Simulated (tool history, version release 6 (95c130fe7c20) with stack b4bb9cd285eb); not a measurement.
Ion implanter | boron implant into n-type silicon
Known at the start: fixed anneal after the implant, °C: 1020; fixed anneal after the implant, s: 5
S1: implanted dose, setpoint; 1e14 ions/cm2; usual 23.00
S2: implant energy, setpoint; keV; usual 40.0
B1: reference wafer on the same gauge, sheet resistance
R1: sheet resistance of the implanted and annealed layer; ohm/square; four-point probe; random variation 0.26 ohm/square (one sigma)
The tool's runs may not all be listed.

run 1 hour=0.0 | S1=19.92 S2=40.0 | B1=52.04 | R1=69.09
run 2 hour=50.9 | S1=27.45 S2=40.0 | B1=52.01 | R1=56.22
run 3 hour=113.7 | S1=27.45 S2=40.0 | B1=51.96 | R1=56.71
run 4 hour=143.3 | S1=27.45 S2=40.0 | B1=52.00 | R1=56.24
-- hour=207.0 Faraday cup replaced and dose calibrated
run 5 hour=215.1 | S1=23.00 S2=40.0 | B1=52.10 | R1=61.82
run 6 hour=261.5 | S1=23.00 S2=40.0 | B1=52.04 | R1=62.26
run 7 hour=290.3 | S1=23.00 S2=40.0 | B1=51.95 | R1=62.05
run 8 hour=351.2 | S1=23.00 S2=31.0 | B1=52.04 | R1=64.50
run 9 hour=384.5 | S1=23.00 S2=31.0 | B1=51.97 | R1=64.85
run 10 hour=423.8 | S1=23.00 S2=40.0 | B1=51.98 | R1=61.99
run 11 hour=488.5 | S1=23.00 S2=40.0 | B1=52.04 | R1=62.06
run 12 hour=515.5 | S1=23.00 S2=40.0 | B1=52.07 | R1=62.08
run 13 hour=703.1 | S1=23.00 S2=47.0 | B1=52.04 | R1=61.33
run 14 hour=766.0 | S1=23.00 S2=37.0 | B1=52.05 | R1=62.49
run 15 hour=895.6 | S1=23.00 S2=37.0 | B1=52.04 | R1=63.57
run 16 hour=949.2 | S1=23.00 S2=40.0 | B1=52.01 | R1=62.44
run 17 hour=982.5 | S1=23.00 S2=40.0 | B1=51.99 | R1=62.71
run 18 hour=1021.7 | S1=23.00 S2=40.0 | B1=51.92 | R1=62.32
run 19 hour=1069.5 | S1=16.90 S2=31.5 | B1=51.97 | R1=79.82
run 20 hour=1105.3 | S1=27.95 S2=46.0 | B1=52.04 | R1=54.38
run 21 hour=1139.5 | S1=23.00 S2=40.0 | B1=52.03 | R1=62.90
run 22 hour=1193.8 | S1=24.98 S2=33.0 | B1=52.04 | R1=61.81
run 23 hour=1250.8 | S1=23.00 S2=40.0 | B1=51.95 | R1=62.88
run 24 hour=1288.2 | S1=23.00 S2=40.0 | B1=51.99 | R1=63.07
run 25 hour=1343.8 | S1=23.00 S2=26.5 | B1=52.07 | R1=68.58
run 26 hour=1386.2 | S1=25.91 S2=54.0 | B1=52.01 | R1=56.27
-- hour=1410.8 Faraday cup replaced and dose calibrated
run 27 hour=1447.7 | S1=23.00 S2=40.0 | B1=51.98 | R1=61.41
-- hour=1501.6 extraction supply calibrated
run 28 hour=1506.0 | S1=23.00 S2=46.5 | B1=51.96 | R1=60.45
run 29 hour=1534.8 | S1=21.25 S2=43.5 | B1=52.01 | R1=64.06
-- hour=1545.7 gauge calibrated
run 30 hour=1599.4 | S1=28.44 S2=28.0 | B1=51.89 | R1=58.72
run 31 hour=1657.4 | S1=17.95 S2=46.0 | B1=51.96 | R1=72.85
run 32 hour=1710.4 | S1=26.62 S2=53.5 | B1=52.00 | R1=53.54
run 33 hour=1755.1 | S1=29.41 S2=45.0 | B1=52.01 | R1=51.92
run 34 hour=1818.1 | S1=23.00 S2=40.0 | B1=52.03 | R1=61.67
run 35 hour=1871.6 | S1=23.00 S2=40.0 | B1=52.02 | R1=61.66
run 36 hour=1909.2 | S1=25.04 S2=34.5 | B1=52.11 | R1=60.32
run 37 hour=1956.4 | S1=16.28 S2=45.5 | B1=52.01 | R1=78.04

4 ways to go on from here, each from the tool as it stands after run 37. What would each give?
run A hour=1956.8 | S1=20.97 S2=40.0 | B1=? | R1=?
run B hour=1956.8 | S1=17.25 S2=45.5 | B1=? | R1=?
run C hour=1956.8 | S1=20.19 S2=32.0 | B1=? | R1=?
run D hour=1956.8 | S1=23.00 S2=30.0 | B1=? | R1=?

run=A B1=51.99 R1=65.55
run=B B1=51.99 R1=74.61
run=C B1=51.99 R1=69.32
run=D B1=51.99 R1=64.84
Without the tool's hidden state the same runs would have given:
run=A R1=65.54
run=B R1=74.59
run=C R1=69.31
run=D R1=64.83
